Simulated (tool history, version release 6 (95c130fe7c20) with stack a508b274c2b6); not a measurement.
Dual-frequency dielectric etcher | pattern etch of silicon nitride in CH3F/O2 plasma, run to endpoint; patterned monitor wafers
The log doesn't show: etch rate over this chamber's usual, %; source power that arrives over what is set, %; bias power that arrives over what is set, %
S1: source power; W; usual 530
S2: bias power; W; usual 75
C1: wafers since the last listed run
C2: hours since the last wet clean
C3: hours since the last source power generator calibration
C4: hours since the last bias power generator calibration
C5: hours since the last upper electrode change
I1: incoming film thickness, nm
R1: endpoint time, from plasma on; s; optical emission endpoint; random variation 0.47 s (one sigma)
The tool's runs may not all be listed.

Run 1, hour 0.0: usual settings; C1 0; C2 104.9; C3 3257.1; C4 4982.7; C5 4584.9; I1 83.7. Result: R1 97.2 s.
Run 2, hour 16.3: usual settings but S2 62 W; C1 94; C2 121.2; C3 3273.4; C4 4999.0; C5 4601.2; I1 83.6. Result: R1 105.0 s.
Run 3, hour 32.2: usual settings; C1 92; C2 137.1; C3 3289.3; C4 5014.9; C5 4617.1; I1 84.8. Result: R1 98.2 s.
Run 4, hour 45.7: usual settings; C1 78; C2 150.6; C3 3302.8; C4 5028.4; C5 4630.6; I1 84.0. Result: R1 97.9 s.
Run 5, hour 55.7: usual settings; C1 57; C2 160.6; C3 3312.8; C4 5038.4; C5 4640.6; I1 84.8. Result: R1 100.0 s.
Run 6, hour 73.2: usual settings; C1 101; C2 178.1; C3 3330.3; C4 5055.9; C5 4658.1; I1 85.3. Result: R1 98.9 s.
Run 7, hour 86.5: usual settings; C1 77; C2 191.4; C3 3343.6; C4 5069.2; C5 4671.4; I1 84.6. Result: R1 98.1 s.
Run 8, hour 96.8: usual settings; C1 59; C2 201.7; C3 3353.9; C4 5079.5; C5 4681.7; I1 84.3. Result: R1 98.0 s.
Run 9, hour 102.9: usual settings but S1 580 W; C1 35; C2 207.8; C3 3360.0; C4 5085.6; C5 4687.8; I1 84.0. Result: R1 95.0 s.
Run 10, hour 119.2: usual settings but S1 580 W; C1 94; C2 224.1; C3 3376.3; C4 5101.9; C5 4704.1; I1 83.3. Result: R1 93.5 s.
Run 11, hour 130.3: usual settings but S1 580 W; C1 64; C2 235.2; C3 3387.4; C4 5113.0; C5 4715.2; I1 83.9. Result: R1 94.0 s.
Run 12, hour 140.4: usual settings; C1 58; C2 245.3; C3 3397.5; C4 5123.1; C5 4725.3; I1 84.9. Result: R1 98.0 s.
Run 13, hour 149.8: usual settings; C1 54; C2 254.7; C3 3406.9; C4 5132.5; C5 4734.7; I1 84.8. Result: R1 98.0 s.
Run 14, hour 159.6: usual settings; C1 56; C2 264.5; C3 3416.7; C4 5142.3; C5 4744.5; I1 84.4. Result: R1 97.0 s.
Run 15, hour 174.9: usual settings but S1 620 W; C1 88; C2 279.8; C3 3432.0; C4 5157.6; C5 4759.8; I1 84.4. Result: R1 91.8 s.
Run 16, hour 204.3: usual settings; C1 170; C2 309.2; C3 3461.4; C4 5187.0; C5 4789.2; I1 83.6. Result: R1 96.1 s.
Run 17, hour 221.5: usual settings; C1 99; C2 326.4; C3 3478.6; C4 5204.2; C5 4806.4; I1 84.2. Result: R1 95.7 s.
Run 18, hour 228.1: usual settings but S1 400 W, S2 89 W; C1 38; C2 333.0; C3 3485.2; C4 5210.8; C5 4813.0; I1 84.5. Result: R1 99.5 s.
Run 19, hour 240.3: usual settings; C1 70; C2 345.2; C3 3497.4; C4 5223.0; C5 4825.2; I1 84.3. Result: R1 96.7 s.
At hour 248.4: source power generator calibrated.
Run 20, hour 253.6: usual settings; C1 53; C2 358.5; C3 5.2; C4 5236.3; C5 4838.5; I1 84.8. Result: R1 97.4 s.
Run 21, hour 266.9: usual settings but S1 610 W; C1 77; C2 371.8; C3 18.5; C4 5249.6; C5 4851.8; I1 85.0. Result: R1 92.0 s.
Run 22, hour 275.7: usual settings; C1 50; C2 380.6; C3 27.3; C4 5258.4; C5 4860.6; I1 83.4. Result: R1 94.7 s.
At hour 297.0: bias power generator calibrated.
At hour 303.9: wet clean of the chamber.
At hour 316.5: upper electrode replaced.
Run 23, hour 317.0: usual settings; C1 103; C2 13.1; C3 68.6; C4 20.0; C5 0.5; I1 85.1. Result: R1 100.0 s.
Run 24, hour 317.3: usual settings but S1 460 W, S2 61 W; C1 1; C2 13.4; C3 68.9; C4 20.3; C5 0.8; I1 83.4. Result: R1 112.5 s.
Run 25, hour 317.7: usual settings; C1 2; C2 13.8; C3 69.3; C4 20.7; C5 1.2; I1 84.1. Result: R1 98.4 s.
Run 26, hour 331.1: usual settings; C1 77; C2 27.2; C3 82.7; C4 34.1; C5 14.6; I1 83.9. Result: R1 99.0 s.
Run 27, hour 337.6: usual settings but S2 68 W; C1 37; C2 33.7; C3 89.2; C4 40.6; C5 21.1; I1 84.1. Result: R1 103.3 s.
Run 28, hour 346.7: usual settings but S1 450 W, S2 66 W; C1 52; C2 42.8; C3 98.3; C4 49.7; C5 30.2; I1 83.6. Result: R1 109.9 s.
Run 29, hour 360.6: usual settings but S1 490 W, S2 65 W; C1 80; C2 56.7; C3 112.2; C4 63.6; C5 44.1; I1 84.0. Result: R1 107.3 s.
Run 30, hour 367.8: usual settings but S1 450 W, S2 92 W; C1 41; C2 63.9; C3 119.4; C4 70.8; C5 51.3; I1 84.5. Result: R1 96.8 s.
Run 31, hour 378.9: usual settings; C1 64; C2 75.0; C3 130.5; C4 81.9; C5 62.4; I1 83.8. Result: R1 98.3 s.
Run 32, hour 389.6: usual settings; C1 61; C2 85.7; C3 141.2; C4 92.6; C5 73.1; I1 84.7. Result: R1 99.4 s.
Run 33, hour 405.7: usual settings but S1 580 W, S2 86 W; C1 93; C2 101.8; C3 157.3; C4 108.7; C5 89.2; I1 84.8. Result: R1 91.7 s.
Run 34, hour 412.8: usual settings but S1 560 W; C1 41; C2 108.9; C3 164.4; C4 115.8; C5 96.3; I1 84.8. Result: R1 97.7 s.
Run 35, hour 419.4: usual settings but S1 590 W, S2 90 W; C1 38; C2 115.5; C3 171.0; C4 122.4; C5 102.9; I1 83.7. Result: R1 87.2 s.
Run 36, hour 429.4: usual settings but S1 630 W, S2 81 W; C1 57; C2 125.5; C3 181.0; C4 132.4; C5 112.9; I1 84.2. Result: R1 89.2 s.

Some steps in R1 between neighbouring runs. How much of each would the tool show without its hidden state too (settings, what came in, random variation), and how much is left for the hidden state, with any gauge scatter that isn't in both results?
Run 1 -> 2: S2 75 -> 62. R1 +7.8 s: hidden state -0.3, all else +8.1.
Run 15 -> 16: S1 620 -> 530. R1 +4.3 s: hidden state -0.5, all else +4.8.
Run 22 -> 23: bias power generator calibrated, wet clean of the chamber, upper electrode replaced. R1 +5.3 s: hidden state +3.9, all else +1.4.
Run 23 -> 24: S1 530 -> 460, S2 75 -> 61. R1 +12.5 s: hidden state -0.1, all else +12.6.
Run 24 -> 25: S1 460 -> 530, S2 61 -> 75. R1 -14.1 s: hidden state +0.0, all else -14.1.
Run 29 -> 30: S1 490 -> 450, S2 65 -> 92. R1 -10.5 s: hidden state +0.0, all else -10.5.

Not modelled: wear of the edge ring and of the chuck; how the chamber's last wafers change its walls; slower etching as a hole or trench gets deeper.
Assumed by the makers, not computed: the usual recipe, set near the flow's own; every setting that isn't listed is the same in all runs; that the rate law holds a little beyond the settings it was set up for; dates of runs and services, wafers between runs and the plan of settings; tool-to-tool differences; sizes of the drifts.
